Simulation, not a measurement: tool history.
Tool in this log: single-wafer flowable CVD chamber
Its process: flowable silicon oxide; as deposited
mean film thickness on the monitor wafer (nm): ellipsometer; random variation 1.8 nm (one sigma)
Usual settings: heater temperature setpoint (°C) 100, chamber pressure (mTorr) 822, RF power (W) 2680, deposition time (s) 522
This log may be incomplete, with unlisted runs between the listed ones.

run,hour,heater temperature setpoint (°C),chamber pressure (mTorr),RF power (W),deposition time (s),"read-back reference wafer on the same gauge, thickness_nm",mean film thickness on the monitor wafer (nm)
1,0.0,100,822,2680,522,394.473,365.474
2,48.4,100,822,2680,471,395.321,330.489
3,129.5,100,822,2680,471,394.668,331.005
4,235.8,100,822,2430,522,395.357,363.106
# hour 319.8: RF generator calibrated
5,320.3,100,822,2430,522,394.316,368.494
6,369.4,100,822,2680,522,395.276,370.977
7,438.3,89,892,2485,618,395.404,638.851
8,482.8,100,716,2680,522,395.484,331.342
# hour 508.4: thermocouple changed; heater temperature recalibrated
# hour 551.7: gauge calibrated
9,556.4,100,822,2680,522,395.906,351.714
10,640.4,100,822,2680,522,395.280,353.322
11,767.5,110,1026,2680,522,395.156,316.987
12,816.5,111,961,2235,549,395.391,298.497
13,912.1,100,822,2680,522,394.797,358.861
14,1006.6,100,822,2945,522,394.568,362.284
15,1081.1,111,641,2165,492,394.630,197.173
16,1138.4,111,641,2165,492,394.504,197.696
17,1207.4,88,676,2945,459,395.083,395.718
18,1249.4,100,822,3115,583,394.035,414.283
19,1293.4,100,822,2875,522,394.901,368.966
20,1367.4,106,822,2680,426,394.507,250.257
21,1447.3,100,996,2680,522,394.597,428.297
22,1504.0,112,822,2400,522,394.196,255.600
23,1554.4,100,716,2680,522,394.359,329.854
24,1605.9,100,822,2945,522,395.475,376.853
25,1672.2,111,640,2680,522,394.866,221.621
26,1728.3,100,822,2680,522,395.158,367.011
27,1806.4,100,822,2680,436,395.065,309.173

Each row is a separate what-if for the run after 27, all from the same tool condition, not one after another. Results?
A,1806.9,100,822,3185,522,?,?
B,1806.9,104,884,2475,617,?,?
C,1806.9,100,646,3215,522,?,?
D,1806.9,114,822,2680,522,?,?
E,1806.9,100,650,2680,593,?,?

run,"read-back reference wafer on the same gauge, thickness_nm",mean film thickness on the monitor wafer (nm)
A,395.882,377.940
B,395.882,410.007
C,395.882,313.343
D,395.882,246.375
E,395.882,351.825
Take away the tool's hidden state, keep each run's random variation, and the runs would have read:
run,mean film thickness on the monitor wafer (nm)
A,344.330
B,373.339
C,284.751
D,224.766
E,319.773
